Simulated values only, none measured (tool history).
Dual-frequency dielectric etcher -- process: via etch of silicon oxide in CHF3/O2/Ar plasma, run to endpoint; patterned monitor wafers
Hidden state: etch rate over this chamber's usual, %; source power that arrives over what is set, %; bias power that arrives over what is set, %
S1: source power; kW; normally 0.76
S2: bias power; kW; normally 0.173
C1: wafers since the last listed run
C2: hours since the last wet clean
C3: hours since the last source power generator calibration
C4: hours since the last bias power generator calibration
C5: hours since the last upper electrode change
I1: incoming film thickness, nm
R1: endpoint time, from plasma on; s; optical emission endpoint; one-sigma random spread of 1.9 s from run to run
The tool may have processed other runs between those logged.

{"run": 1, "hour": 0.0, "S1": 0.85, "S2": 0.191, "C1": 0, "C2": 157.8, "C3": 3650.8, "C4": 3630.7, "C5": 481.8, "I1": 442.9, "R1": 204.2}
{"run": 2, "hour": 50.5, "S1": 0.85, "S2": 0.191, "C1": 289, "C2": 208.3, "C3": 3701.3, "C4": 3681.2, "C5": 532.3, "I1": 440.7, "R1": 202.8}
{"run": 3, "hour": 148.5, "S1": 0.85, "S2": 0.191, "C1": 562, "C2": 306.3, "C3": 3799.3, "C4": 3779.2, "C5": 630.3, "I1": 445.7, "R1": 211.1}
{"hour": 244.5, "done": "wet clean of the chamber"}
{"run": 4, "hour": 245.0, "S1": 0.76, "S2": 0.173, "C1": 416, "C2": 0.5, "C3": 3895.8, "C4": 3875.7, "C5": 726.8, "I1": 445.1, "R1": 216.2}
{"run": 5, "hour": 295.1, "S1": 0.76, "S2": 0.173, "C1": 287, "C2": 50.6, "C3": 3945.9, "C4": 3925.8, "C5": 776.9, "I1": 441.5, "R1": 219.2}
{"run": 6, "hour": 360.1, "S1": 0.76, "S2": 0.173, "C1": 372, "C2": 115.6, "C3": 4010.9, "C4": 3990.8, "C5": 841.9, "I1": 439.2, "R1": 219.2}
{"run": 7, "hour": 403.5, "S1": 0.76, "S2": 0.173, "C1": 249, "C2": 159, "C3": 4054.3, "C4": 4034.2, "C5": 885.3, "I1": 442.1, "R1": 221.3}
{"run": 8, "hour": 496.7, "S1": 0.76, "S2": 0.173, "C1": 534, "C2": 252.2, "C3": 4147.5, "C4": 4127.4, "C5": 978.5, "I1": 443.5, "R1": 223.6}
{"hour": 630.9, "done": "wet clean of the chamber"}
{"run": 9, "hour": 723.6, "S1": 0.76, "S2": 0.173, "C1": 1164, "C2": 92.7, "C3": 4374.4, "C4": 4354.3, "C5": 1205.4, "I1": 442.8, "R1": 208}
{"run": 10, "hour": 820.8, "S1": 0.76, "S2": 0.173, "C1": 557, "C2": 189.9, "C3": 4471.6, "C4": 4451.5, "C5": 1302.6, "I1": 439.4, "R1": 203.5}
{"hour": 837.5, "done": "bias power generator calibrated"}
{"run": 11, "hour": 862.1, "S1": 0.76, "S2": 0.173, "C1": 214, "C2": 231.2, "C3": 4512.9, "C4": 24.6, "C5": 1343.9, "I1": 443.3, "R1": 208.5}
{"run": 12, "hour": 965.6, "S1": 0.91, "S2": 0.146, "C1": 593, "C2": 334.7, "C3": 4616.4, "C4": 128.1, "C5": 1447.4, "I1": 445.2, "R1": 201.5}
{"hour": 1030.1, "done": "wet clean of the chamber, repeated, since the last time left the tool worse"}
{"run": 13, "hour": 1061.8, "S1": 0.85, "S2": 0.191, "C1": 414, "C2": 31.7, "C3": 4712.6, "C4": 224.3, "C5": 1543.6, "I1": 444.1, "R1": 202.3}
{"run": 14, "hour": 1128.1, "S1": 0.76, "S2": 0.173, "C1": 380, "C2": 98, "C3": 4778.9, "C4": 290.6, "C5": 1609.9, "I1": 438.5, "R1": 218.7}
{"run": 15, "hour": 1168.2, "S1": 0.76, "S2": 0.158, "C1": 230, "C2": 138.1, "C3": 4819, "C4": 330.7, "C5": 1650, "I1": 442.2, "R1": 229.2}
{"hour": 1378.5, "done": "source power generator calibrated"}
{"hour": 1441.5, "done": "wet clean of the chamber"}
{"hour": 1466.1, "done": "upper electrode replaced"}
{"run": 16, "hour": 1488.1, "S1": 0.64, "S2": 0.213, "C1": 1537, "C2": 46.6, "C3": 109.6, "C4": 650.6, "C5": 22, "I1": 442.6, "R1": 228.1}
{"run": 17, "hour": 1583.5, "S1": 0.6, "S2": 0.142, "C1": 547, "C2": 142, "C3": 205, "C4": 746, "C5": 117.4, "I1": 440.6, "R1": 268}
{"run": 18, "hour": 1661.1, "S1": 0.86, "S2": 0.151, "C1": 445, "C2": 219.6, "C3": 282.6, "C4": 823.6, "C5": 195, "I1": 446.8, "R1": 218.2}
{"run": 19, "hour": 1708.6, "S1": 0.76, "S2": 0.173, "C1": 272, "C2": 267.1, "C3": 330.1, "C4": 871.1, "C5": 242.5, "I1": 446.2, "R1": 227}
{"run": 20, "hour": 1776.0, "S1": 0.59, "S2": 0.138, "C1": 386, "C2": 334.5, "C3": 397.5, "C4": 938.5, "C5": 309.9, "I1": 446.2, "R1": 274.7}
{"run": 21, "hour": 1855.4, "S1": 0.76, "S2": 0.215, "C1": 455, "C2": 413.9, "C3": 476.9, "C4": 1017.9, "C5": 389.3, "I1": 441.9, "R1": 210.8}
{"hour": 1913.6, "done": "wet clean of the chamber"}
{"run": 22, "hour": 1948.9, "S1": 0.94, "S2": 0.211, "C1": 398, "C2": 35.3, "C3": 570.4, "C4": 1111.4, "C5": 482.8, "I1": 443, "R1": 188.8}

Predict each of these 5 candidate next runs independently; none follows another, all start after run 22:
{"run": "A", "hour": 1949.4, "S1": 0.76, "S2": 0.173, "C1": 2, "C2": 35.8, "C3": 570.9, "C4": 1111.9, "C5": 483.3, "I1": 438.9, "R1": "?"}
{"run": "B", "hour": 1949.4, "S1": 0.67, "S2": 0.173, "C1": 2, "C2": 35.8, "C3": 570.9, "C4": 1111.9, "C5": 483.3, "I1": 438.9, "R1": "?"}
{"run": "C", "hour": 1949.4, "S1": 0.76, "S2": 0.21, "C1": 2, "C2": 35.8, "C3": 570.9, "C4": 1111.9, "C5": 483.3, "I1": 438.9, "R1": "?"}
{"run": "D", "hour": 1949.4, "S1": 0.62, "S2": 0.202, "C1": 2, "C2": 35.8, "C3": 570.9, "C4": 1111.9, "C5": 483.3, "I1": 438.9, "R1": "?"}
{"run": "E", "hour": 1949.4, "S1": 0.6, "S2": 0.161, "C1": 2, "C2": 35.8, "C3": 570.9, "C4": 1111.9, "C5": 483.3, "I1": 438.9, "R1": "?"}

run=A R1=216.9
run=B R1=232.3
run=C R1=204.9
run=D R1=231.7
run=E R1=252.5
With no hidden state in the tool, these same runs would have given:
run=A R1=214.9
run=B R1=230.1
run=C R1=203
run=D R1=229.6
run=E R1=250.2

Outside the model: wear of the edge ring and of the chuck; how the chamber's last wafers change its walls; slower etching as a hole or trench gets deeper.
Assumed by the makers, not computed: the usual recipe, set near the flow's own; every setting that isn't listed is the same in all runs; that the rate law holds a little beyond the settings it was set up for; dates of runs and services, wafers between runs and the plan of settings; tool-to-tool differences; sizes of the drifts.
